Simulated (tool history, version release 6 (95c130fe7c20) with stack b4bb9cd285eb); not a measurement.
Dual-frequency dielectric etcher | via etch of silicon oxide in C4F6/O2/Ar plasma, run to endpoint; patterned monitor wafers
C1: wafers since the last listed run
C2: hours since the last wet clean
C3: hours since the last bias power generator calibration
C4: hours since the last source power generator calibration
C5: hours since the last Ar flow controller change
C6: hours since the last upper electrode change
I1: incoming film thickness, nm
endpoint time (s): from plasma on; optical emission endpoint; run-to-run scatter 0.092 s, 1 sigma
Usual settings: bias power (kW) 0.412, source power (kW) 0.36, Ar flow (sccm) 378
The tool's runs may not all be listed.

{"run": 1, "day": 0.0, "bias power (kW)": 0.412, "source power (kW)": 0.36, "Ar flow (sccm)": 378, "C1": 0, "C2": 371.6, "C3": 1971.4, "C4": 1749.4, "C5": 4563.1, "C6": 3431.8, "I1": 109.4, "endpoint time (s)": 27.3}
{"run": 2, "day": 0.579, "bias power (kW)": 0.412, "source power (kW)": 0.36, "Ar flow (sccm)": 378, "C1": 209, "C2": 385.5, "C3": 1985.3, "C4": 1763.3, "C5": 4577, "C6": 3445.7, "I1": 108.7, "endpoint time (s)": 27.2}
{"run": 3, "day": 1.067, "bias power (kW)": 0.461, "source power (kW)": 0.34, "Ar flow (sccm)": 378, "C1": 176, "C2": 397.2, "C3": 1997, "C4": 1775, "C5": 4588.7, "C6": 3457.4, "I1": 108.7, "endpoint time (s)": 26.5}
{"run": 4, "day": 1.712, "bias power (kW)": 0.412, "source power (kW)": 0.36, "Ar flow (sccm)": 378, "C1": 234, "C2": 412.7, "C3": 2012.5, "C4": 1790.5, "C5": 4604.2, "C6": 3472.9, "I1": 108.7, "endpoint time (s)": 27}
{"run": 5, "day": 2.171, "bias power (kW)": 0.412, "source power (kW)": 0.36, "Ar flow (sccm)": 378, "C1": 166, "C2": 423.7, "C3": 2023.5, "C4": 1801.5, "C5": 4615.2, "C6": 3483.9, "I1": 108.7, "endpoint time (s)": 27}
{"run": 6, "day": 2.625, "bias power (kW)": 0.412, "source power (kW)": 0.36, "Ar flow (sccm)": 378, "C1": 164, "C2": 434.6, "C3": 2034.4, "C4": 1812.4, "C5": 4626.1, "C6": 3494.8, "I1": 107.2, "endpoint time (s)": 26.5}
{"run": 7, "day": 3.242, "bias power (kW)": 0.412, "source power (kW)": 0.36, "Ar flow (sccm)": 378, "C1": 223, "C2": 449.4, "C3": 2049.2, "C4": 1827.2, "C5": 4640.9, "C6": 3509.6, "I1": 109.3, "endpoint time (s)": 27.2}
{"run": 8, "day": 3.7, "bias power (kW)": 0.412, "source power (kW)": 0.36, "Ar flow (sccm)": 378, "C1": 166, "C2": 460.4, "C3": 2060.2, "C4": 1838.2, "C5": 4651.9, "C6": 3520.6, "I1": 110, "endpoint time (s)": 27.2}
{"day": 5.179, "done": "upper electrode replaced"}
{"run": 9, "day": 5.2, "bias power (kW)": 0.412, "source power (kW)": 0.38, "Ar flow (sccm)": 378, "C1": 181, "C2": 496.4, "C3": 2096.2, "C4": 1874.2, "C5": 4687.9, "C6": 0.5, "I1": 109.5, "endpoint time (s)": 26.5}
{"run": 10, "day": 5.217, "bias power (kW)": 0.412, "source power (kW)": 0.36, "Ar flow (sccm)": 436, "C1": 6, "C2": 496.8, "C3": 2096.6, "C4": 1874.6, "C5": 4688.3, "C6": 0.9, "I1": 109.1, "endpoint time (s)": 27.7}
{"run": 11, "day": 5.312, "bias power (kW)": 0.412, "source power (kW)": 0.36, "Ar flow (sccm)": 436, "C1": 34, "C2": 499.1, "C3": 2098.9, "C4": 1876.9, "C5": 4690.6, "C6": 3.2, "I1": 108.9, "endpoint time (s)": 27.6}
{"run": 12, "day": 5.754, "bias power (kW)": 0.412, "source power (kW)": 0.36, "Ar flow (sccm)": 436, "C1": 160, "C2": 509.7, "C3": 2109.5, "C4": 1887.5, "C5": 4701.2, "C6": 13.8, "I1": 109.4, "endpoint time (s)": 27.5}
{"run": 13, "day": 6.304, "bias power (kW)": 0.412, "source power (kW)": 0.36, "Ar flow (sccm)": 378, "C1": 199, "C2": 522.9, "C3": 2122.7, "C4": 1900.7, "C5": 4714.4, "C6": 27, "I1": 108.2, "endpoint time (s)": 26.7}
{"day": 6.812, "done": "source power generator calibrated"}
{"run": 14, "day": 6.833, "bias power (kW)": 0.51, "source power (kW)": 0.31, "Ar flow (sccm)": 378, "C1": 131, "C2": 535.6, "C3": 2135.4, "C4": 0.5, "C5": 4727.1, "C6": 39.7, "I1": 110, "endpoint time (s)": 26.3}
{"day": 7.321, "done": "bias power generator calibrated"}
{"run": 15, "day": 7.342, "bias power (kW)": 0.512, "source power (kW)": 0.29, "Ar flow (sccm)": 310, "C1": 123, "C2": 547.8, "C3": 0.5, "C4": 12.7, "C5": 4739.3, "C6": 51.9, "I1": 107.8, "endpoint time (s)": 25.5}
{"run": 16, "day": 7.838, "bias power (kW)": 0.354, "source power (kW)": 0.36, "Ar flow (sccm)": 316, "C1": 179, "C2": 559.7, "C3": 12.4, "C4": 24.6, "C5": 4751.2, "C6": 63.8, "I1": 108.1, "endpoint time (s)": 27.4}
{"run": 17, "day": 8.504, "bias power (kW)": 0.412, "source power (kW)": 0.36, "Ar flow (sccm)": 378, "C1": 241, "C2": 575.7, "C3": 28.4, "C4": 40.6, "C5": 4767.2, "C6": 79.8, "I1": 107.8, "endpoint time (s)": 26.6}
{"day": 9.317, "done": "Ar flow controller replaced"}
{"day": 9.621, "done": "wet clean of the chamber"}
{"run": 18, "day": 9.642, "bias power (kW)": 0.33, "source power (kW)": 0.29, "Ar flow (sccm)": 453, "C1": 210, "C2": 0.5, "C3": 55.7, "C4": 67.9, "C5": 7.8, "C6": 107.1, "I1": 107.4, "endpoint time (s)": 34.1}
{"run": 19, "day": 9.658, "bias power (kW)": 0.412, "source power (kW)": 0.36, "Ar flow (sccm)": 378, "C1": 6, "C2": 0.9, "C3": 56.1, "C4": 68.3, "C5": 8.2, "C6": 107.5, "I1": 109.1, "endpoint time (s)": 27.7}
{"run": 20, "day": 10.171, "bias power (kW)": 0.325, "source power (kW)": 0.43, "Ar flow (sccm)": 468, "C1": 185, "C2": 13.2, "C3": 68.4, "C4": 80.6, "C5": 20.5, "C6": 119.8, "I1": 110.2, "endpoint time (s)": 30}
{"run": 21, "day": 10.575, "bias power (kW)": 0.512, "source power (kW)": 0.29, "Ar flow (sccm)": 310, "C1": 146, "C2": 22.9, "C3": 78.1, "C4": 90.3, "C5": 30.2, "C6": 129.5, "I1": 108.9, "endpoint time (s)": 26.4}
{"run": 22, "day": 11.021, "bias power (kW)": 0.412, "source power (kW)": 0.36, "Ar flow (sccm)": 378, "C1": 161, "C2": 33.6, "C3": 88.8, "C4": 101, "C5": 40.9, "C6": 140.2, "I1": 109, "endpoint time (s)": 27.6}
{"run": 23, "day": 11.292, "bias power (kW)": 0.412, "source power (kW)": 0.41, "Ar flow (sccm)": 378, "C1": 98, "C2": 40.1, "C3": 95.3, "C4": 107.5, "C5": 47.4, "C6": 146.7, "I1": 107.8, "endpoint time (s)": 26.1}
{"run": 24, "day": 11.962, "bias power (kW)": 0.412, "source power (kW)": 0.45, "Ar flow (sccm)": 378, "C1": 243, "C2": 56.2, "C3": 111.4, "C4": 123.6, "C5": 63.5, "C6": 162.8, "I1": 108.9, "endpoint time (s)": 25.2}
{"run": 25, "day": 12.475, "bias power (kW)": 0.412, "source power (kW)": 0.36, "Ar flow (sccm)": 378, "C1": 185, "C2": 68.5, "C3": 123.7, "C4": 135.9, "C5": 75.8, "C6": 175.1, "I1": 109.3, "endpoint time (s)": 27.8}
{"run": 26, "day": 13.596, "bias power (kW)": 0.441, "source power (kW)": 0.33, "Ar flow (sccm)": 448, "C1": 406, "C2": 95.4, "C3": 150.6, "C4": 162.8, "C5": 102.7, "C6": 202, "I1": 108.9, "endpoint time (s)": 28.5}
{"run": 27, "day": 14.175, "bias power (kW)": 0.412, "source power (kW)": 0.31, "Ar flow (sccm)": 378, "C1": 209, "C2": 109.3, "C3": 164.5, "C4": 176.7, "C5": 116.6, "C6": 215.9, "I1": 109, "endpoint time (s)": 29.4}
{"run": 28, "day": 14.708, "bias power (kW)": 0.484, "source power (kW)": 0.36, "Ar flow (sccm)": 340, "C1": 193, "C2": 122.1, "C3": 177.3, "C4": 189.5, "C5": 129.4, "C6": 228.7, "I1": 108.9, "endpoint time (s)": 25.1}
{"run": 29, "day": 15.429, "bias power (kW)": 0.497, "source power (kW)": 0.42, "Ar flow (sccm)": 432, "C1": 261, "C2": 139.4, "C3": 194.6, "C4": 206.8, "C5": 146.7, "C6": 246, "I1": 108.1, "endpoint time (s)": 24.1}
{"run": 30, "day": 15.775, "bias power (kW)": 0.412, "source power (kW)": 0.36, "Ar flow (sccm)": 378, "C1": 125, "C2": 147.7, "C3": 202.9, "C4": 215.1, "C5": 155, "C6": 254.3, "I1": 108.9, "endpoint time (s)": 27.4}

Results for each run, recomputed without the tool's hidden state and with each run's random variation untouched:
Hidden conditions of the tool in this case: etch rate over this chamber's usual, %; bias power that arrives over what is set, %; source power that arrives over what is set, %; Ar flow that arrives over what is set, %.
run=1 endpoint_time_(s)=27.9
run=2 endpoint_time_(s)=27.8
run=3 endpoint_time_(s)=27.1
run=4 endpoint_time_(s)=27.6
run=5 endpoint_time_(s)=27.7
run=6 endpoint_time_(s)=27.2
run=7 endpoint_time_(s)=27.9
run=8 endpoint_time_(s)=27.9
run=9 endpoint_time_(s)=27.2
run=10 endpoint_time_(s)=28.5
run=11 endpoint_time_(s)=28.4
run=12 endpoint_time_(s)=28.3
run=13 endpoint_time_(s)=27.4
run=14 endpoint_time_(s)=27.1
run=15 endpoint_time_(s)=26.3
run=16 endpoint_time_(s)=28.3
run=17 endpoint_time_(s)=27.4
run=18 endpoint_time_(s)=34.1
run=19 endpoint_time_(s)=27.7
run=20 endpoint_time_(s)=30
run=21 endpoint_time_(s)=26.5
run=22 endpoint_time_(s)=27.7
run=23 endpoint_time_(s)=26.2
run=24 endpoint_time_(s)=25.3
run=25 endpoint_time_(s)=27.9
run=26 endpoint_time_(s)=28.7
run=27 endpoint_time_(s)=29.6
run=28 endpoint_time_(s)=25.3
run=29 endpoint_time_(s)=24.3
run=30 endpoint_time_(s)=27.6
